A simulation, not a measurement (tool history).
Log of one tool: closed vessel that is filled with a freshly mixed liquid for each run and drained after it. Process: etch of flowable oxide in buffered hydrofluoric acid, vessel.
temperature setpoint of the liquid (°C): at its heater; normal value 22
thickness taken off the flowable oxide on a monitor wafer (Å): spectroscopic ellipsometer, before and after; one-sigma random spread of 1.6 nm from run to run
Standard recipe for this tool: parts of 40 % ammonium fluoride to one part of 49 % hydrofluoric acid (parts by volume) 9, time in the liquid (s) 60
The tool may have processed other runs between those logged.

| run | hour | temperature setpoint of the liquid (°C) | parts of 40 % ammonium fluoride to one part of 49 % hydrofluoric acid (parts by volume) | time in the liquid (s) | wafers since the last listed run | hours since the thermometer was replaced | hours since the hydrofluoric acid flow meter was replaced | hours since the gauge calibration | read-back film thickness of the flowable oxide reference wafer, read on the same gauge (nm) | thickness taken off the flowable oxide on a monitor wafer (Å) |
|---|---|---|---|---|---|---|---|---|---|---|
| 1 | 0 | 22 | 9 | 60 | 0 | 53.3 | 881.6 | 262.2 | 129.99 | 1974 |
| 2 | 96.1 | 22 | 9 | 60 | 10274 | 149.4 | 977.7 | 358.3 | 130 | 1920.1 |
| 3 | 174.1 | 22 | 6.5 | 60 | 8339 | 227.4 | 1055.7 | 436.3 | 130.01 | 2734.9 |
| 4 | 254.4 | 22 | 6.5 | 60 | 8585 | 307.7 | 1136 | 516.6 | 130.04 | 2758.5 |
| 5 | 357.4 | 22 | 6.5 | 60 | 11012 | 410.7 | 1239 | 619.6 | 130.02 | 2702.6 |
| 6 | 455.7 | 23 | 9 | 60 | 10509 | 509 | 1337.3 | 717.9 | 130.02 | 2057.6 |
| 7 | 529.5 | 23 | 9 | 60 | 7890 | 582.8 | 1411.1 | 791.7 | 130.01 | 2079.8 |
|  | 600.9 | thermometer replaced |
| 8 | 629.1 | 23 | 9 | 60 | 10541 | 28.2 | 1510.7 | 891.3 | 129.98 | 2061.5 |
|  | 633.6 | gauge calibrated |
| 9 | 711.5 | 22 | 9 | 60 | 8809 | 110.6 | 1593.1 | 77.9 | 130.03 | 1942.4 |
| 10 | 774.7 | 22 | 9 | 85 | 6757 | 173.8 | 1656.3 | 141.1 | 130.02 | 2766.5 |
| 11 | 879.3 | 22 | 9 | 85 | 11183 | 278.4 | 1760.9 | 245.7 | 130 | 2778 |
| 12 | 976 | 22 | 9 | 60 | 10338 | 375.1 | 1857.6 | 342.4 | 130 | 1928.3 |
| 13 | 1050.6 | 23.5 | 12 | 85 | 7975 | 449.7 | 1932.2 | 417 | 129.99 | 2358.7 |
| 14 | 1136.2 | 22 | 6.5 | 60 | 9152 | 535.3 | 2017.8 | 502.6 | 130.01 | 2705.4 |
| 15 | 1210.8 | 22 | 9 | 40 | 7975 | 609.9 | 2092.4 | 577.2 | 130 | 1313.6 |
|  | 1252.7 | thermometer replaced |
| 16 | 1272 | 20.5 | 6 | 60 | 6436 | 19.3 | 2153.6 | 638.4 | 130 | 2725.5 |
|  | 1277.4 | hydrofluoric acid flow meter replaced |
| 17 | 1377.2 | 19.5 | 11 | 85 | 11140 | 124.5 | 99.8 | 743.6 | 130.02 | 2055.1 |
| 18 | 1440.3 | 20 | 10 | 80 | 6746 | 187.6 | 162.9 | 806.7 | 129.99 | 2192.4 |
| 19 | 1485.4 | 22 | 6 | 60 | 4821 | 232.7 | 208 | 851.8 | 130.01 | 2911.5 |
|  | 1510.3 | gauge calibrated |
| 20 | 1576.5 | 22 | 9 | 60 | 9740 | 323.8 | 299.1 | 66.2 | 129.99 | 1956.8 |

What will run 21 give?
| 21 | 1617.8 | 26 | 12 | 50 | 4415 | 365.1 | 340.4 | 107.5 | ? | ? |

read-back film thickness of the flowable oxide reference wafer, read on the same gauge (nm): 129.99
thickness taken off the flowable oxide on a monitor wafer (Å): 1600.9
The same run, on a tool lacking any hidden state, would have yielded thickness taken off the flowable oxide on a monitor wafer (Å) 1600.9.

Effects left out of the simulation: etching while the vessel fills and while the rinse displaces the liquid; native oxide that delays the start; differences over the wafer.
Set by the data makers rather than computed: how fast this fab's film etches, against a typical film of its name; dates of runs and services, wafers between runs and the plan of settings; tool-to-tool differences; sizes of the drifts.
